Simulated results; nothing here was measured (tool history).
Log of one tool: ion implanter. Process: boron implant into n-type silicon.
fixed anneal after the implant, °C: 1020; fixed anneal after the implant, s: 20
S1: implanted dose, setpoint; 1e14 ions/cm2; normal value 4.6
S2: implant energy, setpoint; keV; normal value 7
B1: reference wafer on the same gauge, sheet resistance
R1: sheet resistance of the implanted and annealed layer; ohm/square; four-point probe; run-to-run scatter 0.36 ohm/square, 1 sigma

run	hour	S1	S2	B1	R1
1	0	3.97	7	278.02	267.11
2	50.9	4.6	7	278	235.14
3	85.7	4.6	7	277.98	234.63
4	104.8	4.6	7	278.01	234.63
5	135.9	4.6	7	277.97	233.9
6	203.9	5.25	7	278.05	209.26
7	220.4	4.6	7	278.02	233.04
# hour 248.6: Faraday cup replaced and dose calibrated
# hour 250.5: extraction supply calibrated
8	251	4.6	7	277.98	243.33
9	260	4.6	7	277.99	243.5
10	286.4	4.6	7	277.95	243.33
11	304	3.74	5.5	277.92	299.97
# hour 322.3: gauge calibrated
12	336.8	4.6	7	277.99	243.4
13	367.9	5.25	7	278	217.14
14	388.9	4.6	6	277.96	247.99
15	462.6	4.6	7	278.01	243.85
16	496.2	5.25	8.5	278.04	213.59
17	523.8	5.62	6	277.96	209.7
18	538.4	3.47	4.5	277.95	325.36
19	553.6	4.6	7	277.91	243.47
20	582.7	3.49	7	277.97	308.03
21	612.8	3.81	4.5	278.01	301.25

What would each run have given without the hidden state, its run-to-run variation left as it was?
Hidden state at play: deviation of the true dose from the Faraday cup's reading, %; deviation of the true energy from its setpoint, %; gauge reads high (%).
run	R1
1	275.5
2	242.99
3	242.87
4	243.09
5	242.7
6	217.67
7	242.86
8	242.36
9	242.53
10	242.37
11	298.78
12	242.46
13	216.34
14	247.09
15	243.06
16	212.96
17	209.16
18	324.52
19	242.87
20	307.36
21	300.71
